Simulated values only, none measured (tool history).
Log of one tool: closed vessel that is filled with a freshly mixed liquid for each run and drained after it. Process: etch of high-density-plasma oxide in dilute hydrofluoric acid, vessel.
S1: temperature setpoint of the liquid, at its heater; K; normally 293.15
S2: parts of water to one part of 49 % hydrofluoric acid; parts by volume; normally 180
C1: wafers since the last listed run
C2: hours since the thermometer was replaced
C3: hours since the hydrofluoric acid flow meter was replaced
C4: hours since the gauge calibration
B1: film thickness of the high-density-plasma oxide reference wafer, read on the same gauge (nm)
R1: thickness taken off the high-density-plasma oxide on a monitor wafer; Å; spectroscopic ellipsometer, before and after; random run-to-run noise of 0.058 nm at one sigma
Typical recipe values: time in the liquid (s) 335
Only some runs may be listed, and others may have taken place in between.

run 1 hour=0.0 | S1=293.15 S2=180 time_in_the_liquid_(s)=335 | C1=0 C2=51.4 C3=228.1 C4=375.2 | B1=40.05 | R1=118.7
run 2 hour=87.8 | S1=296.15 S2=140 time_in_the_liquid_(s)=335 | C1=7149 C2=139.2 C3=315.9 C4=463.0 | B1=40.02 | R1=180.5
run 3 hour=131.6 | S1=296.15 S2=140 time_in_the_liquid_(s)=335 | C1=3566 C2=183.0 C3=359.7 C4=506.8 | B1=39.98 | R1=179.6
run 4 hour=168.0 | S1=293.15 S2=180 time_in_the_liquid_(s)=335 | C1=2963 C2=219.4 C3=396.1 C4=543.2 | B1=39.98 | R1=119.8
run 5 hour=203.7 | S1=293.15 S2=180 time_in_the_liquid_(s)=335 | C1=2906 C2=255.1 C3=431.8 C4=578.9 | B1=40.03 | R1=119.6
run 6 hour=363.2 | S1=295.15 S2=180 time_in_the_liquid_(s)=335 | C1=12987 C2=414.6 C3=591.3 C4=738.4 | B1=40.02 | R1=128.7
run 7 hour=432.7 | S1=295.15 S2=180 time_in_the_liquid_(s)=335 | C1=5659 C2=484.1 C3=660.8 C4=807.9 | B1=39.93 | R1=127.5
run 8 hour=490.6 | S1=290.15 S2=180 time_in_the_liquid_(s)=335 | C1=4714 C2=542.0 C3=718.7 C4=865.8 | B1=40.02 | R1=105.5
run 9 hour=538.6 | S1=290.15 S2=180 time_in_the_liquid_(s)=335 | C1=3908 C2=590.0 C3=766.7 C4=913.8 | B1=40.01 | R1=106.0
run 10 hour=609.5 | S1=290.15 S2=180 time_in_the_liquid_(s)=335 | C1=5773 C2=660.9 C3=837.6 C4=984.7 | B1=40.01 | R1=105.4
run 11 hour=668.5 | S1=293.15 S2=180 time_in_the_liquid_(s)=335 | C1=4804 C2=719.9 C3=896.6 C4=1043.7 | B1=40.01 | R1=118.9
-- hour=673.6 gauge calibrated
run 12 hour=702.9 | S1=293.15 S2=180 time_in_the_liquid_(s)=335 | C1=2801 C2=754.3 C3=931.0 C4=29.3 | B1=39.95 | R1=120.4
run 13 hour=749.9 | S1=293.15 S2=180 time_in_the_liquid_(s)=335 | C1=3826 C2=801.3 C3=978.0 C4=76.3 | B1=39.99 | R1=119.6
run 14 hour=792.5 | S1=293.15 S2=110 time_in_the_liquid_(s)=335 | C1=3468 C2=843.9 C3=1020.6 C4=118.9 | B1=39.93 | R1=210.5
-- hour=810.6 thermometer replaced
run 15 hour=832.1 | S1=296.65 S2=180 time_in_the_liquid_(s)=335 | C1=3143 C2=21.5 C3=1060.2 C4=158.5 | B1=39.98 | R1=136.1
run 16 hour=872.6 | S1=291.65 S2=105 time_in_the_liquid_(s)=170 | C1=3297 C2=62.0 C3=1100.7 C4=199.0 | B1=39.98 | R1=105.6
run 17 hour=934.3 | S1=296.65 S2=95 time_in_the_liquid_(s)=335 | C1=5023 C2=123.7 C3=1162.4 C4=260.7 | B1=40.02 | R1=286.0
run 18 hour=1003.9 | S1=293.15 S2=125 time_in_the_liquid_(s)=335 | C1=5667 C2=193.3 C3=1232.0 C4=330.3 | B1=40.03 | R1=181.1
run 19 hour=1072.7 | S1=297.15 S2=210 time_in_the_liquid_(s)=455 | C1=5602 C2=262.1 C3=1300.8 C4=399.1 | B1=39.98 | R1=155.9
run 20 hour=1127.7 | S1=291.15 S2=120 time_in_the_liquid_(s)=335 | C1=4478 C2=317.1 C3=1355.8 C4=454.1 | B1=40.01 | R1=176.4

Run 21 comes next. What will it give?
run 21 hour=1175.2 | S1=297.65 S2=110 time_in_the_liquid_(s)=335 | C1=3867 C2=364.6 C3=1403.3 C4=501.6 | B1=? | R1=?

Run 21 produced B1 40.01, R1 248.8 Å.
With the hidden condition absent and the run-to-run variation left alone, this run would have shown R1 248.8 Å.

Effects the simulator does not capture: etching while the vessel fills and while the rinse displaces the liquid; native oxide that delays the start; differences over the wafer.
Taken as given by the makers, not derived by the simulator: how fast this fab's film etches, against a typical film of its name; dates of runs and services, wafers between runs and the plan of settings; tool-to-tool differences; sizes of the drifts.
